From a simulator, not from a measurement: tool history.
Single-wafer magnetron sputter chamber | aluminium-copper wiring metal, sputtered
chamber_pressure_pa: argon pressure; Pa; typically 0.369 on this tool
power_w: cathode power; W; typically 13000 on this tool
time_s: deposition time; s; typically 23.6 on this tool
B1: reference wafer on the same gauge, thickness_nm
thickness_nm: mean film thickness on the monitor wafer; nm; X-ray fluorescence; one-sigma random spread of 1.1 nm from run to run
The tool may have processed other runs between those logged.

run 1 day=0 | chamber_pressure_pa=0.369 power_w=13000 time_s=23.6 | B1=515.935 | thickness_nm=531.811
run 2 day=1.525 | chamber_pressure_pa=0.369 power_w=13000 time_s=23.6 | B1=515.971 | thickness_nm=533.031
run 3 day=5.125 | chamber_pressure_pa=0.369 power_w=11350 time_s=23.6 | B1=516.07 | thickness_nm=471.459
run 4 day=7.779 | chamber_pressure_pa=0.369 power_w=13000 time_s=23.6 | B1=515.995 | thickness_nm=531.19
run 5 day=10.171 | chamber_pressure_pa=0.369 power_w=13000 time_s=23.6 | B1=515.867 | thickness_nm=531.668
run 6 day=12.508 | chamber_pressure_pa=0.369 power_w=13000 time_s=23.6 | B1=516.026 | thickness_nm=528.244
run 7 day=15.429 | chamber_pressure_pa=0.369 power_w=13000 time_s=23.6 | B1=516.157 | thickness_nm=529.082
run 8 day=17.338 | chamber_pressure_pa=0.369 power_w=13000 time_s=23.6 | B1=516.051 | thickness_nm=527.419
run 9 day=21.05 | chamber_pressure_pa=0.369 power_w=13000 time_s=23.6 | B1=515.894 | thickness_nm=525.89
-- day=23.862 sputter target and shields replaced
run 10 day=24.292 | chamber_pressure_pa=0.369 power_w=15400 time_s=23.6 | B1=515.836 | thickness_nm=618.782
run 11 day=28.754 | chamber_pressure_pa=0.369 power_w=11850 time_s=23.6 | B1=516.173 | thickness_nm=490.202
run 12 day=32.204 | chamber_pressure_pa=0.242 power_w=9750 time_s=21.3 | B1=515.932 | thickness_nm=390.793
run 13 day=34.712 | chamber_pressure_pa=0.369 power_w=13000 time_s=23.6 | B1=516.178 | thickness_nm=530.466
run 14 day=37.912 | chamber_pressure_pa=0.316 power_w=14900 time_s=19.6 | B1=516 | thickness_nm=507.17
-- day=38.908 gauge calibrated
-- day=40.15 capacitance manometer re-zeroed and calibrated
run 15 day=41.529 | chamber_pressure_pa=0.369 power_w=13000 time_s=23.6 | B1=515.938 | thickness_nm=528.6
-- day=42.942 magnet pack replaced
run 16 day=44.533 | chamber_pressure_pa=0.369 power_w=10250 time_s=23.6 | B1=515.905 | thickness_nm=428.58
run 17 day=46.717 | chamber_pressure_pa=0.325 power_w=10900 time_s=23.6 | B1=515.952 | thickness_nm=457.448
-- day=47.2 sputter target and shields replaced
run 18 day=51.142 | chamber_pressure_pa=0.485 power_w=13000 time_s=27.7 | B1=515.826 | thickness_nm=599.96
run 19 day=53.096 | chamber_pressure_pa=0.237 power_w=12150 time_s=26.1 | B1=516.018 | thickness_nm=580.621
run 20 day=55.817 | chamber_pressure_pa=0.265 power_w=11050 time_s=21.1 | B1=516.153 | thickness_nm=428.379
run 21 day=58.388 | chamber_pressure_pa=0.369 power_w=13000 time_s=23.6 | B1=516.264 | thickness_nm=532.625
run 22 day=60.329 | chamber_pressure_pa=0.369 power_w=13000 time_s=23.6 | B1=516.083 | thickness_nm=532.014
run 23 day=63.65 | chamber_pressure_pa=0.449 power_w=14500 time_s=20 | B1=516.057 | thickness_nm=480.075
run 24 day=65.325 | chamber_pressure_pa=0.484 power_w=13000 time_s=27.2 | B1=516.169 | thickness_nm=585.313
run 25 day=67.846 | chamber_pressure_pa=0.308 power_w=13000 time_s=23.6 | B1=515.993 | thickness_nm=539.857
-- day=72.146 sputter target and shields replaced
run 26 day=72.167 | chamber_pressure_pa=0.409 power_w=13000 time_s=23.6 | B1=516.046 | thickness_nm=524.724
run 27 day=73.983 | chamber_pressure_pa=0.369 power_w=13000 time_s=21 | B1=516.063 | thickness_nm=473.205
run 28 day=77.404 | chamber_pressure_pa=0.454 power_w=15050 time_s=23.6 | B1=515.806 | thickness_nm=586.463
run 29 day=81.65 | chamber_pressure_pa=0.369 power_w=13000 time_s=23.6 | B1=515.951 | thickness_nm=529.375
run 30 day=89.242 | chamber_pressure_pa=0.369 power_w=10750 time_s=24.9 | B1=515.851 | thickness_nm=472.231
run 31 day=93.617 | chamber_pressure_pa=0.277 power_w=13000 time_s=25.5 | B1=516.147 | thickness_nm=588.893
-- day=94.812 sputter target and shields replaced
run 32 day=95.292 | chamber_pressure_pa=0.369 power_w=13000 time_s=27.9 | B1=515.883 | thickness_nm=630.789
run 33 day=97.362 | chamber_pressure_pa=0.369 power_w=13000 time_s=19 | B1=516.074 | thickness_nm=428.641
run 34 day=101.575 | chamber_pressure_pa=0.33 power_w=10450 time_s=25.3 | B1=516.108 | thickness_nm=478.737

Hidden state or all else? Some run-to-run changes of thickness_nm, split into what the settings, what came in and random variation would give without the hidden state, and what is left for the hidden state (with any gauge scatter that isn't in both results):
The hidden state here: deposition rate above that of a new target (%); true argon pressure above the setpoint (%); gauge reads high (%).
Run 9 -> 10: power_w 13000 -> 15400, sputter target and shields replaced. thickness_nm +92.892 nm: hidden state +5.897, all else +86.995.
Run 17 -> 18: chamber_pressure_pa 0.325 -> 0.485, power_w 10900 -> 13000, time_s 23.6 -> 27.7, sputter target and shields replaced. thickness_nm +142.512 nm: hidden state +4.634, all else +137.878.
Run 19 -> 20: chamber_pressure_pa 0.237 -> 0.265, power_w 12150 -> 11050, time_s 26.1 -> 21.1. thickness_nm -152.242 nm: hidden state -0.07, all else -152.172.
Run 31 -> 32: chamber_pressure_pa 0.277 -> 0.369, time_s 25.5 -> 27.9, sputter target and shields replaced. thickness_nm +41.896 nm: hidden state +5.863, all else +36.033.
Run 32 -> 33: time_s 27.9 -> 19. thickness_nm -202.148 nm: hidden state +0.099, all else -202.247.

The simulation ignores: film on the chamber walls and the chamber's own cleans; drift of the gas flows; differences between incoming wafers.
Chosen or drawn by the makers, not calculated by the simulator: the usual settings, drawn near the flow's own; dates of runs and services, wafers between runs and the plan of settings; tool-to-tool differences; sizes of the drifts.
